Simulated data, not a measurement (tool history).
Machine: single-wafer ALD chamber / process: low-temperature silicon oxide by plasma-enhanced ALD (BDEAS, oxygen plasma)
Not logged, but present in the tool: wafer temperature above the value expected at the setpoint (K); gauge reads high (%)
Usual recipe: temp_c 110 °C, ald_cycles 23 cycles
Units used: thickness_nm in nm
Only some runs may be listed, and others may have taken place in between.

run	hour	temp_c	ald_cycles	wafers since the last listed run	hours since the last thermocouple change	hours since the gauge calibration	read-back reference wafer on the same gauge, thickness_nm	thickness_nm
1	0	114	20	0	1961	558.9	2.62	2.692
2	35.6	114	20	501	1996.6	594.5	2.62	2.7
3	61	110	21	357	2022	619.9	2.619	2.842
4	96.2	110	21	495	2057.2	655.1	2.62	2.833
5	115.7	102	23	274	2076.7	674.6	2.62	3.159
6	132.2	102	23	232	2093.2	691.1	2.622	3.152
7	165.1	110	23	463	2126.1	724	2.619	3.126
8	197.6	120	23	457	2158.6	756.5	2.618	3.071
9	219.6	120	23	309	2180.6	778.5	2.62	3.048
10	253.4	122	23	476	2214.4	812.3	2.618	3.037
11	271	110	23	247	2232	829.9	2.619	3.116
12	287.1	110	23	226	2248.1	846	2.62	3.109
13	317.2	110	23	424	2278.2	876.1	2.62	3.126
14	347.9	110	23	432	2308.9	906.8	2.621	3.107
# hour 350.9: gauge calibrated
15	377.1	110	23	411	2338.1	26.2	2.619	3.114
16	413.6	105	27	514	2374.6	62.7	2.619	3.695
# hour 428.9: thermocouple changed; heater temperature recalibrated
17	439	97	23	245	10.1	88.1	2.618	3.236
18	456.6	105	25	247	27.7	105.7	2.619	3.423
19	484.1	103	19	387	55.2	133.2	2.621	2.621
20	499.9	110	23	222	71	149	2.619	3.126
21	522.3	110	23	315	93.4	171.4	2.62	3.118
22	545.4	123	27	325	116.5	194.5	2.621	3.548
23	564.7	124	19	271	135.8	213.8	2.62	2.494
24	585.8	110	23	297	156.9	234.9	2.621	3.115
25	611.6	118	27	363	182.7	260.7	2.621	3.59
26	647.4	121	26	504	218.5	296.5	2.62	3.444
27	666.1	114	20	263	237.2	315.2	2.619	2.684
28	701.5	123	23	498	272.6	350.6	2.619	3.031
29	735.8	115	22	483	306.9	384.9	2.62	2.955
30	763.5	119	26	390	334.6	412.6	2.62	3.463

Run 31 comes next. What will it give?
31	793.5	124	24	422	364.6	442.6	?	?

{"run 31": {"read-back reference wafer on the same gauge, thickness_nm": 2.618, "thickness_nm": 3.166}}
If the tool had no hidden condition, the same run with the same run-to-run variation would have returned thickness_nm 3.166 nm.

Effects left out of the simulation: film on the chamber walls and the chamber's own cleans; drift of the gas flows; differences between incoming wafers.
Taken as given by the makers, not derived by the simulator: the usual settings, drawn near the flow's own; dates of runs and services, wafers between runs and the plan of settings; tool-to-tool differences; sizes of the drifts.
